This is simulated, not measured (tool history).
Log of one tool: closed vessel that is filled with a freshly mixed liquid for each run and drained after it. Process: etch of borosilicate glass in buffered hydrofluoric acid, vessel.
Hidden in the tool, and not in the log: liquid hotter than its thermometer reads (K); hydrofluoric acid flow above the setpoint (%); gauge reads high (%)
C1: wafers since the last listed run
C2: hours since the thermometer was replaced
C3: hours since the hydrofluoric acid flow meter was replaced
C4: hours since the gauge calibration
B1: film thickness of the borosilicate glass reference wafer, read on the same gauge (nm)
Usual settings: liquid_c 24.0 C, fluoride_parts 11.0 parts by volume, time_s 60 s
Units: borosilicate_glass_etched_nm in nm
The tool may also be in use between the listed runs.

Run 1, hour 0.0: usual settings; C1 0; C2 1833.6; C3 176.2; C4 133.0; B1 150.01. Result: borosilicate_glass_etched_nm 64.03 nm.
Run 2, hour 52.1: usual settings; C1 5773; C2 1885.7; C3 228.3; C4 185.1; B1 149.95. Result: borosilicate_glass_etched_nm 63.54 nm.
Run 3, hour 82.2: usual settings but liquid_c 20.5 C, fluoride_parts 8.0 parts by volume; C1 3335; C2 1915.8; C3 258.4; C4 215.2; B1 150.00. Result: borosilicate_glass_etched_nm 71.30 nm.
Run 4, hour 121.8: usual settings but liquid_c 20.5 C, fluoride_parts 8.0 parts by volume; C1 4388; C2 1955.4; C3 298.0; C4 254.8; B1 150.00. Result: borosilicate_glass_etched_nm 70.96 nm.
Run 5, hour 190.8: usual settings but liquid_c 20.5 C, fluoride_parts 8.0 parts by volume; C1 7645; C2 2024.4; C3 367.0; C4 323.8; B1 149.98. Result: borosilicate_glass_etched_nm 71.48 nm.
Run 6, hour 240.2: usual settings but time_s 85 s; C1 5474; C2 2073.8; C3 416.4; C4 373.2; B1 149.95. Result: borosilicate_glass_etched_nm 90.90 nm.
Run 7, hour 282.3: usual settings; C1 4665; C2 2115.9; C3 458.5; C4 415.3; B1 149.96. Result: borosilicate_glass_etched_nm 64.49 nm.
Run 8, hour 335.9: usual settings; C1 5939; C2 2169.5; C3 512.1; C4 468.9; B1 149.99. Result: borosilicate_glass_etched_nm 64.53 nm.
At hour 369.7: hydrofluoric acid flow meter replaced.
Run 9, hour 374.1: usual settings; C1 4122; C2 2207.7; C3 4.4; C4 507.1; B1 150.02. Result: borosilicate_glass_etched_nm 65.41 nm.
Run 10, hour 455.2: usual settings but liquid_c 20.5 C, fluoride_parts 8.0 parts by volume; C1 8986; C2 2288.8; C3 85.5; C4 588.2; B1 150.01. Result: borosilicate_glass_etched_nm 73.68 nm.
Run 11, hour 485.5: usual settings but liquid_c 22.5 C, fluoride_parts 13.5 parts by volume, time_s 30 s; C1 3357; C2 2319.1; C3 115.8; C4 618.5; B1 150.03. Result: borosilicate_glass_etched_nm 24.97 nm.
Run 12, hour 513.3: usual settings but liquid_c 22.5 C; C1 3080; C2 2346.9; C3 143.6; C4 646.3; B1 150.02. Result: borosilicate_glass_etched_nm 60.94 nm.
At hour 517.6: thermometer replaced.
At hour 553.0: hydrofluoric acid flow meter replaced, repeated, since the last time left the tool worse.
At hour 556.4: gauge calibrated.
Run 13, hour 583.3: usual settings but time_s 30 s; C1 7535; C2 65.7; C3 30.3; C4 26.9; B1 149.99. Result: borosilicate_glass_etched_nm 31.57 nm.
Run 14, hour 645.8: usual settings but liquid_c 20.0 C, fluoride_parts 13.5 parts by volume, time_s 40 s; C1 6925; C2 128.2; C3 92.8; C4 89.4; B1 150.02. Result: borosilicate_glass_etched_nm 27.85 nm.
Run 15, hour 675.9: usual settings but liquid_c 25.5 C, time_s 85 s; C1 3335; C2 158.3; C3 122.9; C4 119.5; B1 149.99. Result: borosilicate_glass_etched_nm 97.73 nm.
Run 16, hour 739.0: usual settings; C1 6992; C2 221.4; C3 186.0; C4 182.6; B1 149.96. Result: borosilicate_glass_etched_nm 63.89 nm.
Run 17, hour 786.8: usual settings but liquid_c 20.5 C, fluoride_parts 10.0 parts by volume, time_s 30 s; C1 5296; C2 269.2; C3 233.8; C4 230.4; B1 149.96. Result: borosilicate_glass_etched_nm 28.99 nm.
Run 18, hour 836.7: usual settings but liquid_c 19.5 C, fluoride_parts 12.5 parts by volume; C1 5529; C2 319.1; C3 283.7; C4 280.3; B1 150.02. Result: borosilicate_glass_etched_nm 44.30 nm.

The same runs without the tool's hidden state, with the same run-to-run variation:
run  borosilicate_glass_etched_nm
  1                         63.51
  2                         62.89
  3                         70.39
  4                         69.92
  5                         70.21
  6                         89.27
  7                         63.22
  8                         63.13
  9                         62.93
 10                         70.29
 11                         23.91
 12                         58.29
 13                         31.45
 14                         27.67
 15                         96.98
 16                         63.23
 17                         28.75
 18                         43.66
